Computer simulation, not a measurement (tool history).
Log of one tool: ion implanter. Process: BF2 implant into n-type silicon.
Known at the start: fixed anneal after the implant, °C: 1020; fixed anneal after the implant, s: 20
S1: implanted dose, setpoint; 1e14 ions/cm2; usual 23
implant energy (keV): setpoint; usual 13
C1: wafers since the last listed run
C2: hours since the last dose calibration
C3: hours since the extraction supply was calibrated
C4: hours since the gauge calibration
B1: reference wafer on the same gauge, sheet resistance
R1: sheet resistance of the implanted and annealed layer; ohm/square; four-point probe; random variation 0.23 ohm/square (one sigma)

{"run": 1, "hour": 0.0, "S1": 23, "implant energy (keV)": 13, "C1": 0, "C2": 1559.9, "C3": 2599.2, "C4": 164.2, "B1": 159.09, "R1": 154.68}
{"run": 2, "hour": 9.7, "S1": 23, "implant energy (keV)": 13, "C1": 246, "C2": 1569.6, "C3": 2608.9, "C4": 173.9, "B1": 158.95, "R1": 154.97}
{"run": 3, "hour": 19.4, "S1": 23, "implant energy (keV)": 13, "C1": 246, "C2": 1579.3, "C3": 2618.6, "C4": 183.6, "B1": 159, "R1": 155.09}
{"run": 4, "hour": 28.3, "S1": 23, "implant energy (keV)": 13, "C1": 226, "C2": 1588.2, "C3": 2627.5, "C4": 192.5, "B1": 159.03, "R1": 154.71}
{"run": 5, "hour": 40.0, "S1": 23, "implant energy (keV)": 13, "C1": 297, "C2": 1599.9, "C3": 2639.2, "C4": 204.2, "B1": 159.02, "R1": 155.21}
{"run": 6, "hour": 47.5, "S1": 23, "implant energy (keV)": 13, "C1": 190, "C2": 1607.4, "C3": 2646.7, "C4": 211.7, "B1": 159.11, "R1": 154.84}
{"run": 7, "hour": 61.0, "S1": 18.2, "implant energy (keV)": 13, "C1": 343, "C2": 1620.9, "C3": 2660.2, "C4": 225.2, "B1": 159.15, "R1": 157.18}
{"run": 8, "hour": 73.8, "S1": 18.2, "implant energy (keV)": 13, "C1": 325, "C2": 1633.7, "C3": 2673, "C4": 238, "B1": 159.14, "R1": 156.87}
{"run": 9, "hour": 89.1, "S1": 18.2, "implant energy (keV)": 13, "C1": 389, "C2": 1649, "C3": 2688.3, "C4": 253.3, "B1": 159.23, "R1": 156.98}
{"run": 10, "hour": 101.8, "S1": 23, "implant energy (keV)": 13, "C1": 322, "C2": 1661.7, "C3": 2701, "C4": 266, "B1": 159.23, "R1": 154.91}
{"run": 11, "hour": 108.9, "S1": 26.02, "implant energy (keV)": 13, "C1": 180, "C2": 1668.8, "C3": 2708.1, "C4": 273.1, "B1": 159.28, "R1": 154.07}
{"run": 12, "hour": 160.8, "S1": 23, "implant energy (keV)": 11.5, "C1": 1319, "C2": 1720.7, "C3": 2760, "C4": 325, "B1": 159.2, "R1": 161.24}
{"hour": 167.6, "done": "gauge calibrated"}
{"run": 13, "hour": 176.8, "S1": 23, "implant energy (keV)": 11.5, "C1": 406, "C2": 1736.7, "C3": 2776, "C4": 9.2, "B1": 158.06, "R1": 159.68}
{"hour": 200.0, "done": "extraction supply calibrated"}
{"run": 14, "hour": 200.5, "S1": 23, "implant energy (keV)": 11.5, "C1": 399, "C2": 1760.4, "C3": 0.5, "C4": 32.9, "B1": 158.2, "R1": 160.01}
{"run": 15, "hour": 206.1, "S1": 17.16, "implant energy (keV)": 8.5, "C1": 142, "C2": 1766, "C3": 6.1, "C4": 38.5, "B1": 158.25, "R1": 175.56}
{"run": 16, "hour": 213.2, "S1": 16.45, "implant energy (keV)": 11.5, "C1": 180, "C2": 1773.1, "C3": 13.2, "C4": 45.6, "B1": 158.24, "R1": 163.4}
{"run": 17, "hour": 227.9, "S1": 23, "implant energy (keV)": 13, "C1": 373, "C2": 1787.8, "C3": 27.9, "C4": 60.3, "B1": 158.34, "R1": 154.44}
{"run": 18, "hour": 242.2, "S1": 23, "implant energy (keV)": 11.5, "C1": 363, "C2": 1802.1, "C3": 42.2, "C4": 74.6, "B1": 158.55, "R1": 160.31}
{"run": 19, "hour": 257.3, "S1": 19.05, "implant energy (keV)": 16.5, "C1": 384, "C2": 1817.2, "C3": 57.3, "C4": 89.7, "B1": 158.61, "R1": 144.05}
{"run": 20, "hour": 268.5, "S1": 17.95, "implant energy (keV)": 13, "C1": 284, "C2": 1828.4, "C3": 68.5, "C4": 100.9, "B1": 158.53, "R1": 156.71}
{"run": 21, "hour": 277.9, "S1": 26.19, "implant energy (keV)": 15.5, "C1": 239, "C2": 1837.8, "C3": 77.9, "C4": 110.3, "B1": 158.67, "R1": 145.41}
{"hour": 295.3, "done": "Faraday cup replaced and dose calibrated"}
{"run": 22, "hour": 295.8, "S1": 23, "implant energy (keV)": 13, "C1": 251, "C2": 0.5, "C3": 95.8, "C4": 128.2, "B1": 158.61, "R1": 154.69}
{"run": 23, "hour": 304.2, "S1": 20.5, "implant energy (keV)": 13, "C1": 213, "C2": 8.9, "C3": 104.2, "C4": 136.6, "B1": 158.67, "R1": 155.32}
{"run": 24, "hour": 317.8, "S1": 21.14, "implant energy (keV)": 17, "C1": 345, "C2": 22.5, "C3": 117.8, "C4": 150.2, "B1": 158.83, "R1": 141.81}
{"run": 25, "hour": 344.4, "S1": 23, "implant energy (keV)": 13, "C1": 676, "C2": 49.1, "C3": 144.4, "C4": 176.8, "B1": 158.85, "R1": 154.71}
{"run": 26, "hour": 360.7, "S1": 18.61, "implant energy (keV)": 13, "C1": 414, "C2": 65.4, "C3": 160.7, "C4": 193.1, "B1": 158.88, "R1": 156}
{"run": 27, "hour": 371.8, "S1": 27.31, "implant energy (keV)": 13, "C1": 282, "C2": 76.5, "C3": 171.8, "C4": 204.2, "B1": 158.88, "R1": 154.14}
{"run": 28, "hour": 387.1, "S1": 24.78, "implant energy (keV)": 10.5, "C1": 389, "C2": 91.8, "C3": 187.1, "C4": 219.5, "B1": 158.9, "R1": 164.88}
{"run": 29, "hour": 393.6, "S1": 19.8, "implant energy (keV)": 10, "C1": 165, "C2": 98.3, "C3": 193.6, "C4": 226, "B1": 158.93, "R1": 168.25}

4 ways to go on from here, each from the tool as it stands after run 29. What would each give?
{"run": "A", "hour": 394.0, "S1": 23, "implant energy (keV)": 13, "C1": 10, "C2": 98.7, "C3": 194, "C4": 226.4, "B1": "?", "R1": "?"}
{"run": "B", "hour": 394.0, "S1": 18.21, "implant energy (keV)": 17, "C1": 10, "C2": 98.7, "C3": 194, "C4": 226.4, "B1": "?", "R1": "?"}
{"run": "C", "hour": 394.0, "S1": 27, "implant energy (keV)": 13, "C1": 10, "C2": 98.7, "C3": 194, "C4": 226.4, "B1": "?", "R1": "?"}
{"run": "D", "hour": 394.0, "S1": 27.65, "implant energy (keV)": 13, "C1": 10, "C2": 98.7, "C3": 194, "C4": 226.4, "B1": "?", "R1": "?"}

run=A B1=158.96 R1=155.05
run=B B1=158.96 R1=143.85
run=C B1=158.96 R1=154.22
run=D B1=158.96 R1=154.1
Without the tool's hidden state the same runs would have given:
run=A R1=154.14
run=B R1=143
run=C R1=153.31
run=D R1=153.19
